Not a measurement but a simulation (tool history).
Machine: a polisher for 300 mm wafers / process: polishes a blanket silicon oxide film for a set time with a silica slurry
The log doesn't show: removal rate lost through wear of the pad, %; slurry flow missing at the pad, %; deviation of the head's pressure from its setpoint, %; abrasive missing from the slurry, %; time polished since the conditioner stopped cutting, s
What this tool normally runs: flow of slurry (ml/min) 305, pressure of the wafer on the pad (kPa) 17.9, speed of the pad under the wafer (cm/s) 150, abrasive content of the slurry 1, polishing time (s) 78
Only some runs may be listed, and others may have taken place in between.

run   hour  flow of slurry (ml/min)  pressure of the wafer on the pad (kPa)  speed of the pad under the wafer (cm/s)  abrasive content of the slurry  polishing time (s)  wafers since the last listed run  wafers polished on this pad  hours since the slurry nozzle was cleaned  hours since the head pressure was calibrated  hours since the slurry blender was calibrated  hours since the conditioning disc was replaced  incoming thickness of the incoming film, nm  film removed (nm)
  1      0                      305                                    17.9                                      150                               1                  78                                 0                          471                                       38.1                                         317.5                                           44.5                                           235.3                                       1676.4              187.5
  2   12.9                      305                                    17.9                                      150                               1                  78                                72                          544                                         51                                         330.4                                           57.4                                           248.2                                       1665.4              189.5
  3   19.6                      305                                    17.9                                      150                               1                  78                                37                          582                                       57.7                                         337.1                                           64.1                                           254.9                                       1668.9              188.9
  4   31.2                      305                                    17.9                                      150                               1                  78                                65                          647                                       69.3                                         348.7                                           75.7                                           266.5                                       1673.7              188.5
        36  -- worn pad replaced by a new one
  5   45.3                      305                                    17.9                                      150                               1                  78                                57                           52                                       83.4                                         362.8                                           89.8                                           280.6                                       1663.7              185.2
  6   54.7                      305                                    17.9                                      150                               1                  78                                53                          105                                       92.8                                         372.2                                           99.2                                             290                                       1702.4              185.2
  7   65.3                      305                                    17.9                                      150                               1                  78                                59                          165                                      103.4                                         382.8                                          109.8                                           300.6                                       1656.7              185.7
  8   75.2                      305                                    17.9                                      150                               1                  78                                55                          221                                      113.3                                         392.7                                          119.7                                           310.5                                         1652              185.4
  9   82.9                      305                                    17.9                                      150                               1                  78                                43                          265                                        121                                         400.4                                          127.4                                           318.2                                       1673.3              182.4
 10   96.7                      305                                    17.9                                      150                               1                  78                                77                          343                                      134.8                                         414.2                                          141.2                                             332                                       1656.7              183.8
 11    113                      305                                    17.9                                      150                               1                  61                                92                          435                                      151.1                                         430.5                                          157.5                                           348.3                                         1675              143.1
 12  126.4                      305                                    17.9                                      150                               1                  61                                75                          511                                      164.5                                         443.9                                          170.9                                           361.7                                       1678.7              145.5
 13  144.3                      250                                      20                                      150                               1                  78                               101                          612                                      182.4                                         461.8                                          188.8                                           379.6                                       1676.9              203.4
 14  150.5                      305                                    17.9                                      150                               1                  78                                35                          647                                      188.6                                           468                                            195                                           385.8                                       1667.1              180.2
     158.8  -- worn pad replaced by a new one
 15  160.7                      265                                    17.9                                      150                               1                  58                                35                           10                                      198.8                                         478.2                                          205.2                                             396                                       1694.1              134.5
 16  169.5                      305                                    17.9                                      150                               1                  78                                49                           60                                      207.6                                           487                                            214                                           404.8                                       1671.9              184.7
     179.6  -- slurry blender recalibrated
     180.8  -- conditioning disc replaced and pad reconditioned
 17    182                      205                                    17.9                                      150                             1.1                  78                                52                          112                                      220.1                                         499.5                                            2.4                                             1.2                                       1647.9              194.6
 18  189.8                      265                                    17.9                                      150                               1                  58                                44                          157                                      227.9                                         507.3                                           10.2                                               9                                         1693              142.5
 19  198.9                      220                                    17.9                                      112                               1                  78                                51                          208                                        237                                         516.4                                           19.3                                            18.1                                       1666.4              153.2
     207.8  -- slurry nozzle cleaned
 20  221.1                      205                                    13.1                                      200                            0.75                  78                               119                          328                                       13.3                                         538.6                                           41.5                                            40.3                                       1666.3              147.9
 21  234.4                      350                                      20                                      102                            0.75                  78                                75                          403                                       26.6                                         551.9                                           54.8                                            53.6                                       1707.5              149.6
     241.6  -- head pressure recalibrated
 22  247.3                      305                                    17.9                                      150                               1                  78                                61                          465                                       39.5                                           5.7                                           67.7                                            66.5                                         1675              189.1
 23  260.4                      390                                    17.9                                      150                             0.9                  78                                74                          539                                       52.6                                          18.8                                           80.8                                            79.6                                       1677.1              182.9
 24  273.8                      260                                    17.9                                      106                             1.2                  78                                75                          614                                         66                                          32.2                                           94.2                                              93                                       1678.2              154.3
 25  295.3                      245                                    17.9                                       98                            0.75                  98                               121                          736                                       87.5                                          53.7                                          115.7                                           114.5                                       1687.5              154.4
     302.7  -- worn pad replaced by a new one
 26  312.9                      305                                    17.9                                      150                               1                  78                                76                           57                                      105.1                                          71.3                                          133.3                                           132.1                                       1650.9              184.2

Predict each of these 3 candidate next runs independently; none follows another, all start after run 26:
  A  313.3                      305                                    17.9                                      150                               1                  78                                 2                           59                                      105.5                                          71.7                                          133.7                                           132.5                                       1694.9                  ?
  B  313.3                      255                                    22.8                                      178                               1                  78                                 2                           59                                      105.5                                          71.7                                          133.7                                           132.5                                       1694.9                  ?
  C  313.3                      230                                    17.9                                      150                             0.9                  78                                 2                           59                                      105.5                                          71.7                                          133.7                                           132.5                                       1694.9                  ?

run  film removed (nm)
  A                186
  B                262
  C              175.2
The same runs, with their run-to-run variation unchanged, on a tool lacking any hidden condition would have given:
run  film removed (nm)
  A              197.2
  B              277.8
  C              186.2
